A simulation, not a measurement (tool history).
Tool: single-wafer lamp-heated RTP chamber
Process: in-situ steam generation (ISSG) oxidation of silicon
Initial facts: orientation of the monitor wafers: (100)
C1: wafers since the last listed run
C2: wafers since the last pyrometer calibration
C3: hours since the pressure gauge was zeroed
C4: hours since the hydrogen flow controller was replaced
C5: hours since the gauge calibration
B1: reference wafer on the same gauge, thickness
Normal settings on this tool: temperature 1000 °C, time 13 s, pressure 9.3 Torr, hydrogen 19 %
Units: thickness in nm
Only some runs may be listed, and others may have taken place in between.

{"run": 1, "hour": 0.0, "temperature": 985, "time": 13, "pressure": 9.3, "hydrogen": 13, "C1": 0, "C2": 4308, "C3": 2718, "C4": 4379.6, "C5": 1888.3, "B1": 3.598, "thickness": 3.789}
{"run": 2, "hour": 70.8, "temperature": 985, "time": 13, "pressure": 9.3, "hydrogen": 13, "C1": 759, "C2": 5067, "C3": 2788.8, "C4": 4450.4, "C5": 1959.1, "B1": 3.598, "thickness": 3.803}
{"run": 3, "hour": 108.0, "temperature": 985, "time": 13, "pressure": 9.3, "hydrogen": 13, "C1": 398, "C2": 5465, "C3": 2826, "C4": 4487.6, "C5": 1996.3, "B1": 3.597, "thickness": 3.782}
{"run": 4, "hour": 249.0, "temperature": 1000, "time": 13, "pressure": 9.3, "hydrogen": 19, "C1": 1511, "C2": 6977, "C3": 2967, "C4": 4628.6, "C5": 2137.3, "B1": 3.599, "thickness": 4.363}
{"run": 5, "hour": 340.7, "temperature": 995, "time": 13, "pressure": 9.3, "hydrogen": 19, "C1": 983, "C2": 7960, "C3": 3058.7, "C4": 4720.3, "C5": 2229, "B1": 3.601, "thickness": 4.28}
{"hour": 357.9, "done": "pyrometer window cleaned and pyrometer calibrated"}
{"run": 6, "hour": 426.8, "temperature": 1000, "time": 13, "pressure": 9.3, "hydrogen": 19, "C1": 837, "C2": 738, "C3": 3144.8, "C4": 4806.4, "C5": 2315.1, "B1": 3.601, "thickness": 4.304}
{"run": 7, "hour": 491.5, "temperature": 1000, "time": 13, "pressure": 9.3, "hydrogen": 19, "C1": 693, "C2": 1431, "C3": 3209.5, "C4": 4871.1, "C5": 2379.8, "B1": 3.596, "thickness": 4.323}
{"run": 8, "hour": 555.3, "temperature": 1000, "time": 13, "pressure": 9.3, "hydrogen": 19, "C1": 684, "C2": 2115, "C3": 3273.3, "C4": 4934.9, "C5": 2443.6, "B1": 3.601, "thickness": 4.333}
{"run": 9, "hour": 649.5, "temperature": 1000, "time": 13, "pressure": 9.3, "hydrogen": 19, "C1": 1009, "C2": 3125, "C3": 3367.5, "C4": 5029.1, "C5": 2537.8, "B1": 3.602, "thickness": 4.35}
{"hour": 659.1, "done": "pressure gauge zeroed"}
{"run": 10, "hour": 709.0, "temperature": 1000, "time": 13, "pressure": 9.3, "hydrogen": 19, "C1": 552, "C2": 3677, "C3": 49.9, "C4": 5088.6, "C5": 2597.3, "B1": 3.598, "thickness": 4.358}
{"run": 11, "hour": 769.2, "temperature": 1000, "time": 11, "pressure": 9.3, "hydrogen": 19, "C1": 645, "C2": 4323, "C3": 110.1, "C4": 5148.8, "C5": 2657.5, "B1": 3.602, "thickness": 4.042}
{"run": 12, "hour": 852.8, "temperature": 1014, "time": 13, "pressure": 8.1, "hydrogen": 19, "C1": 896, "C2": 5219, "C3": 193.7, "C4": 5232.4, "C5": 2741.1, "B1": 3.602, "thickness": 4.646}
{"run": 13, "hour": 944.3, "temperature": 1000, "time": 13, "pressure": 9.3, "hydrogen": 19, "C1": 980, "C2": 6200, "C3": 285.2, "C4": 5323.9, "C5": 2832.6, "B1": 3.602, "thickness": 4.361}
{"hour": 993.7, "done": "gauge calibrated"}
{"run": 14, "hour": 995.7, "temperature": 1000, "time": 13, "pressure": 10.2, "hydrogen": 19, "C1": 551, "C2": 6751, "C3": 336.6, "C4": 5375.3, "C5": 2, "B1": 3.6, "thickness": 4.29}
{"hour": 1037.6, "done": "pyrometer window cleaned and pyrometer calibrated"}
{"run": 15, "hour": 1038.1, "temperature": 1000, "time": 13, "pressure": 9.3, "hydrogen": 11, "C1": 368, "C2": 5, "C3": 379, "C4": 5417.7, "C5": 44.4, "B1": 3.599, "thickness": 3.82}
{"hour": 1108.5, "done": "hydrogen flow controller replaced"}
{"run": 16, "hour": 1129.7, "temperature": 986, "time": 13, "pressure": 9.3, "hydrogen": 19, "C1": 896, "C2": 902, "C3": 470.6, "C4": 21.2, "C5": 136, "B1": 3.6, "thickness": 4.165}
{"run": 17, "hour": 1231.7, "temperature": 983, "time": 18, "pressure": 10.2, "hydrogen": 13, "C1": 1093, "C2": 1995, "C3": 572.6, "C4": 123.2, "C5": 238, "B1": 3.597, "thickness": 4.342}
{"run": 18, "hour": 1297.9, "temperature": 1000, "time": 13, "pressure": 9.3, "hydrogen": 23, "C1": 709, "C2": 2705, "C3": 638.8, "C4": 189.4, "C5": 304.2, "B1": 3.599, "thickness": 4.596}
{"run": 19, "hour": 1379.9, "temperature": 1006, "time": 13, "pressure": 9.3, "hydrogen": 19, "C1": 879, "C2": 3584, "C3": 720.8, "C4": 271.4, "C5": 386.2, "B1": 3.601, "thickness": 4.482}
{"run": 20, "hour": 1444.1, "temperature": 1000, "time": 13, "pressure": 9.3, "hydrogen": 24, "C1": 688, "C2": 4272, "C3": 785, "C4": 335.6, "C5": 450.4, "B1": 3.602, "thickness": 4.645}
{"run": 21, "hour": 1499.2, "temperature": 1000, "time": 13, "pressure": 10.2, "hydrogen": 19, "C1": 590, "C2": 4863, "C3": 840.1, "C4": 390.7, "C5": 505.5, "B1": 3.596, "thickness": 4.324}
{"run": 22, "hour": 1541.1, "temperature": 1000, "time": 13, "pressure": 9.3, "hydrogen": 11, "C1": 449, "C2": 5312, "C3": 882, "C4": 432.6, "C5": 547.4, "B1": 3.601, "thickness": 3.885}
{"run": 23, "hour": 1726.2, "temperature": 1000, "time": 13, "pressure": 10, "hydrogen": 19, "C1": 1984, "C2": 7297, "C3": 1067.1, "C4": 617.7, "C5": 732.5, "B1": 3.601, "thickness": 4.338}
{"hour": 1809.1, "done": "pyrometer window cleaned and pyrometer calibrated"}
{"run": 24, "hour": 1984.6, "temperature": 1000, "time": 13, "pressure": 9.3, "hydrogen": 19, "C1": 2684, "C2": 1881, "C3": 1325.5, "C4": 876.1, "C5": 990.9, "B1": 3.603, "thickness": 4.356}
{"run": 25, "hour": 2070.5, "temperature": 1000, "time": 16, "pressure": 9.3, "hydrogen": 19, "C1": 920, "C2": 2802, "C3": 1411.4, "C4": 962, "C5": 1076.8, "B1": 3.6, "thickness": 4.782}
{"run": 26, "hour": 2163.7, "temperature": 1000, "time": 13, "pressure": 9.3, "hydrogen": 19, "C1": 999, "C2": 3801, "C3": 1504.6, "C4": 1055.2, "C5": 1170, "B1": 3.601, "thickness": 4.35}
{"run": 27, "hour": 2252.1, "temperature": 1000, "time": 13, "pressure": 9.3, "hydrogen": 19, "C1": 947, "C2": 4749, "C3": 1593, "C4": 1143.6, "C5": 1258.4, "B1": 3.597, "thickness": 4.361}
{"run": 28, "hour": 2301.1, "temperature": 1000, "time": 13, "pressure": 7.8, "hydrogen": 19, "C1": 525, "C2": 5274, "C3": 1642, "C4": 1192.6, "C5": 1307.4, "B1": 3.596, "thickness": 4.403}
{"run": 29, "hour": 2382.1, "temperature": 995, "time": 13, "pressure": 9.3, "hydrogen": 25, "C1": 868, "C2": 6143, "C3": 1723, "C4": 1273.6, "C5": 1388.4, "B1": 3.598, "thickness": 4.585}
{"run": 30, "hour": 2421.1, "temperature": 1000, "time": 16, "pressure": 10.2, "hydrogen": 19, "C1": 418, "C2": 6561, "C3": 1762, "C4": 1312.6, "C5": 1427.4, "B1": 3.601, "thickness": 4.721}
{"hour": 2582.8, "done": "pyrometer window cleaned and pyrometer calibrated"}
{"run": 31, "hour": 2633.1, "temperature": 1000, "time": 13, "pressure": 8.2, "hydrogen": 19, "C1": 2187, "C2": 539, "C3": 1974, "C4": 1524.6, "C5": 1639.4, "B1": 3.601, "thickness": 4.341}

Run by run, hidden condition taken away, random variation retained:
Hidden state present: true wafer temperature minus pyrometer reading, K; true pressure minus gauge reading, Torr; deviation of the hydrogen flow from its setpoint, %; gauge reads high (%).
run=1 thickness=3.792
run=2 thickness=3.804
run=3 thickness=3.781
run=4 thickness=4.352
run=5 thickness=4.27
run=6 thickness=4.338
run=7 thickness=4.346
run=8 thickness=4.347
run=9 thickness=4.355
run=10 thickness=4.359
run=11 thickness=4.044
run=12 thickness=4.637
run=13 thickness=4.353
run=14 thickness=4.279
run=15 thickness=3.857
run=16 thickness=4.148
run=17 thickness=4.308
run=18 thickness=4.555
run=19 thickness=4.436
run=20 thickness=4.597
run=21 thickness=4.278
run=22 thickness=3.845
run=23 thickness=4.292
run=24 thickness=4.355
run=25 thickness=4.767
run=26 thickness=4.335
run=27 thickness=4.344
run=28 thickness=4.386
run=29 thickness=4.565
run=30 thickness=4.692
run=31 thickness=4.372

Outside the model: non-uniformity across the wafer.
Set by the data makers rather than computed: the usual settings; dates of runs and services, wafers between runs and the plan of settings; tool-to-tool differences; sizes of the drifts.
